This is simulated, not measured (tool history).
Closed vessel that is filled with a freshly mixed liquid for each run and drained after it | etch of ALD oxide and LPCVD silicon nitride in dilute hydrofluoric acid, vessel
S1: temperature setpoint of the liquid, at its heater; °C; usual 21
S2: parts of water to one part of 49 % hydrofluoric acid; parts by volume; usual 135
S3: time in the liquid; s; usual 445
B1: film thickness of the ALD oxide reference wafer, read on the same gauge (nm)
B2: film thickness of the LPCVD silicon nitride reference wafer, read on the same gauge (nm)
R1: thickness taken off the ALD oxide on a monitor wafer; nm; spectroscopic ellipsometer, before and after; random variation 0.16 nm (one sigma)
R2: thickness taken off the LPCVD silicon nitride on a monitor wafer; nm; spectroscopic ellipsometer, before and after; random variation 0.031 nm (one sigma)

| run | day | S1 | S2 | S3 | B1 | B2 | R1 | R2 |
|---|---|---|---|---|---|---|---|---|
| 1 | 0 | 21 | 120 | 445 | 50 | 149.982 | 30.33 | 1.591 |
| 2 | 8.325 | 21 | 120 | 445 | 50.01 | 150.011 | 30.25 | 1.558 |
| 3 | 11.183 | 17 | 95 | 340 | 50 | 150.006 | 25.45 | 1.145 |
| 4 | 12.667 | 21 | 135 | 700 | 49.99 | 149.966 | 42.13 | 2.185 |
| 5 | 14.342 | 19 | 115 | 210 | 50.01 | 149.994 | 13.92 | 0.667 |
| 6 | 20.95 | 21 | 120 | 445 | 50 | 149.984 | 30.59 | 1.497 |
| 7 | 22.662 | 17.5 | 80 | 445 | 50.02 | 149.991 | 40.99 | 1.787 |
| 8 | 24.862 | 25 | 165 | 680 | 50 | 149.982 | 37.35 | 2.322 |
| 9 | 26.062 | 21 | 135 | 445 | 50 | 149.976 | 26.88 | 1.414 |
| 10 | 27.996 | 24 | 160 | 365 | 50 | 150.021 | 20 | 1.163 |
| 11 | 30.421 | 21 | 155 | 565 | 50 | 150.034 | 28.81 | 1.539 |
| 12 | 32.371 | 21 | 80 | 185 | 50.03 | 150.014 | 19.67 | 0.959 |
| 13 | 33.567 | 21 | 185 | 700 | 49.99 | 150.001 | 28.97 | 1.573 |
| 14 | 35.212 | 21 | 135 | 180 | 50.03 | 149.979 | 10.7 | 0.574 |
| 15 | 37.196 | 25.5 | 135 | 445 | 50.02 | 149.961 | 32.28 | 1.864 |
| 16 | 38.692 | 21 | 135 | 445 | 50.02 | 150.016 | 26.93 | 1.39 |
| 17 | 47.162 | 21 | 135 | 700 | 49.99 | 150.002 | 42.39 | 2.2 |
| 18 | 49.425 | 17 | 135 | 685 | 50 | 149.981 | 34.72 | 1.598 |
| 19 | 51.275 | 21 | 85 | 615 | 50 | 150.009 | 62.93 | 2.986 |
| 20 | 53.825 | 17 | 105 | 275 | 50 | 150.013 | 18.57 | 0.827 |
| 21 | 55.596 | 23 | 200 | 350 | 49.99 | 150.018 | 14.48 | 0.841 |
| 22 | 57.025 | 25 | 200 | 445 | 50.01 | 149.993 | 19.54 | 1.261 |
| 23 | 59.708 | 18.5 | 195 | 635 | 49.99 | 150.039 | 22.37 | 1.128 |
| 24 | 62.642 | 19 | 100 | 545 | 49.99 | 150.059 | 42.26 | 1.946 |
| 25 | 65.362 | 21 | 135 | 445 | 50.02 | 149.959 | 26.52 | 1.345 |
| 26 | 67.012 | 21 | 155 | 445 | 50 | 150.015 | 22.9 | 1.216 |

Not shown: 2 entries that the log had between the listed runs. Between which runs, and how does the tool's hidden state differ before and after?
Between runs 5 and 6: hydrofluoric acid flow meter replaced (day 17.467); thermometer replaced (day 19.088)
  no hidden state differs between the two runs

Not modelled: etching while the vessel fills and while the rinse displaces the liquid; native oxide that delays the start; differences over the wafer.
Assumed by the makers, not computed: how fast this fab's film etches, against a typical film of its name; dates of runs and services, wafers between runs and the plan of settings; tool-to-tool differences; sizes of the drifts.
